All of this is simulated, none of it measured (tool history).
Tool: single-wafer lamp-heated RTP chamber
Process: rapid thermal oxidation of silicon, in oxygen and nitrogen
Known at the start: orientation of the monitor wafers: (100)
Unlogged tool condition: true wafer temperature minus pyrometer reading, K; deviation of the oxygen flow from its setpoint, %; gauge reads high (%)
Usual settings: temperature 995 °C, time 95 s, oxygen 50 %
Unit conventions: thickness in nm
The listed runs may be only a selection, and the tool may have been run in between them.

| run | hour | temperature | time | oxygen | wafers since the last listed run | wafers since the last pyrometer calibration | hours since the oxygen flow controller was replaced | hours since the gauge calibration | read-back reference wafer on the same gauge, thickness | thickness |
|---|---|---|---|---|---|---|---|---|---|---|
| 1 | 0.0 | 995 | 95 | 50 | 0 | 3820 | 4575.7 | 74.4 | 5.143 | 6.078 |
| 2 | 10.6 | 995 | 95 | 50 | 48 | 3868 | 4586.3 | 85.0 | 5.139 | 6.110 |
| 3 | 26.3 | 995 | 95 | 50 | 71 | 3939 | 4602.0 | 100.7 | 5.139 | 6.092 |
| 4 | 41.7 | 995 | 95 | 50 | 69 | 4009 | 4617.4 | 116.1 | 5.139 | 6.115 |
|  | 85.3 | gauge calibrated |
|  | 86.4 | oxygen flow controller replaced |
| 5 | 86.9 | 1007 | 95 | 50 | 168 | 4177 | 0.5 | 1.6 | 5.142 | 6.680 |
| 6 | 93.1 | 995 | 95 | 50 | 28 | 4205 | 6.7 | 7.8 | 5.144 | 6.146 |
| 7 | 102.1 | 995 | 95 | 50 | 40 | 4246 | 15.7 | 16.8 | 5.137 | 6.156 |
| 8 | 117.6 | 995 | 95 | 50 | 70 | 4316 | 31.2 | 32.3 | 5.139 | 6.160 |
|  | 132.2 | pyrometer window cleaned and pyrometer calibrated |
| 9 | 132.7 | 995 | 95 | 50 | 32 | 2 | 46.3 | 47.4 | 5.136 | 6.333 |
| 10 | 138.5 | 995 | 95 | 50 | 26 | 28 | 52.1 | 53.2 | 5.141 | 6.316 |
| 11 | 164.8 | 995 | 126 | 69 | 119 | 147 | 78.4 | 79.5 | 5.137 | 8.028 |
|  | 181.2 | pyrometer window cleaned and pyrometer calibrated, repeated, since the last time left the tool worse |
| 12 | 181.7 | 982 | 123 | 75 | 40 | 2 | 95.3 | 96.4 | 5.140 | 6.972 |
| 13 | 189.7 | 995 | 76 | 28 | 36 | 38 | 103.3 | 104.4 | 5.140 | 4.483 |
| 14 | 204.2 | 1006 | 130 | 50 | 65 | 104 | 117.8 | 118.9 | 5.144 | 7.419 |
| 15 | 216.0 | 974 | 95 | 50 | 53 | 157 | 129.6 | 130.7 | 5.140 | 5.106 |
| 16 | 223.8 | 995 | 112 | 38 | 35 | 192 | 137.4 | 138.5 | 5.139 | 5.819 |
| 17 | 231.9 | 970 | 119 | 50 | 36 | 229 | 145.5 | 146.6 | 5.142 | 5.470 |
| 18 | 239.7 | 995 | 53 | 20 | 35 | 264 | 153.3 | 154.4 | 5.137 | 3.581 |

Exercise: give the hidden state of the tool at every run:
deviation of the oxygen flow from its setpoint, %: 0 across all the runs
gauge reads high (%): 0 across all the runs
H1: true wafer temperature minus pyrometer reading, K
| run | H1 |
|---|---|
| 1 | 4.13 |
| 2 | 4.23 |
| 3 | 4.38 |
| 4 | 4.53 |
| 5 | 4.98 |
| 6 | 5.05 |
| 7 | 5.14 |
| 8 | 5.31 |
| 9 | 9.14 |
| 10 | 9.14 |
| 11 | 9.14 |
| 12 | 0.493 |
| 13 | 0.493 |
| 14 | 0.495 |
| 15 | 0.499 |
| 16 | 0.503 |
| 17 | 0.507 |
| 18 | 0.512 |
